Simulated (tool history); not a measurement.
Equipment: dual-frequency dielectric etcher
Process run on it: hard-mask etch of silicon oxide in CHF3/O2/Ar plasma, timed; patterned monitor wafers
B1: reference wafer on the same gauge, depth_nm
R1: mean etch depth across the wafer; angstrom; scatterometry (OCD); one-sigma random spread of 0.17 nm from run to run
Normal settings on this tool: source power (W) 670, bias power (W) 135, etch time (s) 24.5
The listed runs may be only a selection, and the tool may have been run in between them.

Run 1, hour 0: usual settings but source power (W) 610; B1 37.33. Result: R1 427.5 angstrom.
Run 2, hour 23.3: usual settings but source power (W) 610; B1 37.43. Result: R1 424.9 angstrom.
Run 3, hour 56.4: usual settings but source power (W) 610; B1 37.4. Result: R1 421.3 angstrom.
Run 4, hour 84: usual settings but etch time (s) 19.5; B1 37.39. Result: R1 351.6 angstrom.
Run 5, hour 105.9: usual settings but etch time (s) 19.5; B1 37.38. Result: R1 350.2 angstrom.
Run 6, hour 132.7: usual settings but bias power (W) 143, etch time (s) 30; B1 37.38. Result: R1 544.6 angstrom.
Run 7, hour 153.7: usual settings; B1 37.38. Result: R1 438.2 angstrom.
At hour 166.7: source power generator calibrated.
Run 8, hour 173.1: usual settings; B1 37.36. Result: R1 440.7 angstrom.
At hour 269.2: bias power generator calibrated.
At hour 292.1: upper electrode replaced.
Run 9, hour 292.6: usual settings; B1 37.38. Result: R1 435.5 angstrom.
Run 10, hour 295.8: usual settings but source power (W) 570, bias power (W) 148, etch time (s) 18.5; B1 37.41. Result: R1 311.8 angstrom.
At hour 302.8: gauge calibrated.
Run 11, hour 316.6: usual settings but source power (W) 510, etch time (s) 17.5; B1 37.43. Result: R1 271.1 angstrom.
At hour 346.9: wet clean of the chamber.
Run 12, hour 347.4: usual settings but source power (W) 610; B1 37.4. Result: R1 426.2 angstrom.
Run 13, hour 362.9: usual settings but source power (W) 770; B1 37.47. Result: R1 473.1 angstrom.
Run 14, hour 376.6: usual settings but source power (W) 610; B1 37.34. Result: R1 426.4 angstrom.
Run 15, hour 402.4: usual settings but source power (W) 610; B1 37.42. Result: R1 422.8 angstrom.
Run 16, hour 435.7: usual settings but source power (W) 780; B1 37.42. Result: R1 476.2 angstrom.
Run 17, hour 453.8: usual settings but etch time (s) 18; B1 37.44. Result: R1 326 angstrom.
Run 18, hour 485.2: usual settings but source power (W) 820, etch time (s) 28; B1 37.42. Result: R1 550.4 angstrom.
Run 19, hour 507.5: usual settings but source power (W) 560, bias power (W) 122, etch time (s) 19; B1 37.37. Result: R1 308.6 angstrom.

Alternative continuations, all from the tool just after run 19; predict every row:
Run A, hour 507.9: usual settings; B1 ?. Result: R1 ?.
Run B, hour 507.9: usual settings but source power (W) 560, bias power (W) 159; B1 ?. Result: R1 ?.
Run C, hour 507.9: usual settings but source power (W) 540, bias power (W) 149, etch time (s) 29; B1 ?. Result: R1 ?.
Run D, hour 507.9: usual settings but source power (W) 750; B1 ?. Result: R1 ?.

run     B1     R1
  A  37.41  439.7
  B  37.41  417.7
  C  37.41  478.3
  D  37.41  463.9
What these runs would have given with no unlogged condition in the tool:
run     R1
  A    449
  B  426.5
  C  488.4
  D  473.8
